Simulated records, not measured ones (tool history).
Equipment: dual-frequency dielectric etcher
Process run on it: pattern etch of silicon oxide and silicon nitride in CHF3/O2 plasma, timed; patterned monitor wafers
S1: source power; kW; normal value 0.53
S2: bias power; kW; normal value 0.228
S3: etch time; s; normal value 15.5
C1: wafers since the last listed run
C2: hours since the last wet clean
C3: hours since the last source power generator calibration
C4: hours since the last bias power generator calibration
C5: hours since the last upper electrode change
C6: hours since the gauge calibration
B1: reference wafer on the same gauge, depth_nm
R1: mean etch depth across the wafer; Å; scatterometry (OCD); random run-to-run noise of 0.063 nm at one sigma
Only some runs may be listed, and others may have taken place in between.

run     day    S1     S2    S3   C1     C2      C3      C4      C5     C6     B1     R1
  1       0  0.45  0.228  12.5    0    307  4242.3    2700  4260.4  283.1  21.39  164.2
  2   0.521  0.45  0.228  12.5  186  319.5  4254.8  2712.5  4272.9  295.6  21.41  163.9
  3   0.825  0.45  0.228  12.5  108  326.8  4262.1  2719.8  4280.2  302.9   21.4  163.7
  4   1.567  0.58  0.228    13  265  344.6  4279.9  2737.6    4298  320.7  21.38  184.6
  5   2.183   0.6  0.228  15.5  220  359.4  4294.7  2752.4  4312.8  335.5  21.42  221.1
  6   2.692   0.6  0.228  15.5  182  371.6  4306.9  2764.6    4325  347.7   21.4  220.5
  7   3.083   0.6  0.228  15.5  140    381  4316.3    2774  4334.4  357.1   21.4  219.5
  8   3.346  0.53  0.228  15.5   94  387.3  4322.6  2780.3  4340.7  363.4  21.39  212.9
  9   3.596  0.53  0.228  15.5   89  393.3  4328.6  2786.3  4346.7  369.4  21.42  211.5
 10   3.938  0.53  0.228  15.5  122  401.5  4336.8  2794.5  4354.9  377.6   21.4  212.5
      4.679  -- bias power generator calibrated
      4.817  -- gauge calibrated
      5.221  -- upper electrode replaced
 11   5.242  0.53  0.228  15.5  212  432.8  4368.1    13.5     0.5   10.2  21.39  211.4
 12   5.254  0.53  0.228  15.5    4  433.1  4368.4    13.8     0.8   10.5  21.41  211.3
      5.442  -- source power generator calibrated
 13   5.462  0.47  0.228  15.5   14  438.1     0.5    18.8     5.8   15.5  21.41  203.7
 14   5.654  0.53  0.228  15.5   68  442.7     5.1    23.4    10.4   20.1  21.41  211.6
 15   5.904  0.53  0.228  15.5   89  448.7    11.1    29.4    16.4   26.1  21.36  211.5
 16   6.158  0.53  0.228  15.5   91  454.8    17.2    35.5    22.5   32.2  21.39  211.7
 17   6.721  0.43   0.21    12  201  468.3    30.7      49      36   45.7  21.39  149.8
 18   7.446  0.53  0.228  15.5  259  485.7    48.1    66.4    53.4   63.1  21.39  209.7
 19   8.046  0.59  0.257  11.5  214  500.1    62.5    80.8    67.8   77.5   21.4  166.9
 20    8.35  0.46  0.228  19.5  108  507.4    69.8    88.1    75.1   84.8   21.4  252.4
 21     8.9  0.64  0.209    13  196  520.6      83   101.3    88.3     98   21.4  181.8
     10.783  -- wet clean of the chamber
 22  10.804  0.41  0.252  15.5  323    0.5   128.7     147     134  143.7  21.39  208.7
 23  10.821  0.53  0.199    17    5    0.9   129.1   147.4   134.4  144.1  21.41  232.8
 24  10.858  0.53  0.172  15.5   13    1.8     130   148.3   135.3    145  21.38  203.8
 25  11.525  0.64  0.269  17.5  238   17.8     146   164.3   151.3    161  21.41  274.7
 26  11.792  0.53  0.228  15.5   95   24.2   152.4   170.7   157.7  167.4  21.41  219.1
 27  13.408  0.63  0.191  14.5  578     63   191.2   209.5   196.5  206.2   21.4  205.9
 28  14.121  0.46  0.172  15.5  255   80.1   208.3   226.6   213.6  223.3   21.4  193.4
 29  14.646  0.53  0.253  13.5  188   92.7   220.9   239.2   226.2  235.9  21.41  195.4
 30  15.046  0.53  0.228  17.5  143  102.3   230.5   248.8   235.8  245.5   21.4  244.5

4 options for the next run, each taken on its own from the tool as it stands now. Forecast them:
  A  15.062  0.53  0.264  15.5   5  102.7  230.9  249.2  236.2  245.9   ?   ?
  B  15.062   0.6   0.27  15.5   5  102.7  230.9  249.2  236.2  245.9   ?   ?
  C  15.062  0.44  0.269  15.5   5  102.7  230.9  249.2  236.2  245.9   ?   ?
  D  15.062  0.53  0.228  18.5   5  102.7  230.9  249.2  236.2  245.9   ?   ?

run     B1     R1
  A  21.42  227.3
  B  21.42    238
  C  21.42  215.9
  D  21.42  260.2
Stripped of hidden state, with their random variation kept, the same runs would have yielded:
run     R1
  A  228.5
  B  239.2
  C    217
  D  261.5
